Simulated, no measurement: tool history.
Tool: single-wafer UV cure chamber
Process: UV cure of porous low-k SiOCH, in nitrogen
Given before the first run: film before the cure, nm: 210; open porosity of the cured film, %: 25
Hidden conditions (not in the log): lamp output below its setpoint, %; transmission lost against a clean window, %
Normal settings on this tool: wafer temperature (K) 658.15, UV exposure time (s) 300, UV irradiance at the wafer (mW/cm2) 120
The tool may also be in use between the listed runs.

run	hour	wafer temperature (K)	UV exposure time (s)	UV irradiance at the wafer (mW/cm2)	wafers since the last listed run	hours since the UV bulbs were replaced	wafers since the quartz window was cleaned	loss of film thickness in the cure (%)
1	0	658.15	300	120	0	2206.9	755	13.366
2	13.2	658.15	300	120	66	2220.1	822	13.575
3	47.9	658.15	300	120	175	2254.8	997	13.121
4	83.4	658.15	300	120	179	2290.3	1177	13.034
5	108.1	658.15	300	120	125	2315	1303	13.106
6	125.4	658.15	300	120	87	2332.3	1390	13.129
7	142	658.15	300	120	84	2348.9	1474	13.15
8	216.2	658.15	300	120	376	2423.1	1851	12.88
# hour 302.8: quartz window cleaned
9	313.6	649.15	300	120	453	2520.5	54	13.328
10	329.4	649.15	300	120	80	2536.3	134	12.993
11	360.4	649.15	300	120	157	2567.3	291	12.826
12	386.1	671.15	300	120	130	2593	422	13.103
13	418.7	658.15	300	120	165	2625.6	587	13.012
14	438.2	658.15	300	120	98	2645.1	686	12.679
15	457.9	658.15	300	120	99	2664.8	786	12.803
16	482.4	658.15	300	97	124	2689.3	910	11.949
17	512.6	658.15	300	97	153	2719.5	1063	11.887
18	530.4	641.15	300	108	90	2737.3	1153	11.685

Run 19, settings as shown, results not yet in. Your forecast:
19	560.5	639.15	300	147	152	2767.4	1306	?

loss of film thickness in the cure (%): 13.103
With the hidden condition absent and the run-to-run variation left alone, this run would have shown loss of film thickness in the cure (%) 16.362.

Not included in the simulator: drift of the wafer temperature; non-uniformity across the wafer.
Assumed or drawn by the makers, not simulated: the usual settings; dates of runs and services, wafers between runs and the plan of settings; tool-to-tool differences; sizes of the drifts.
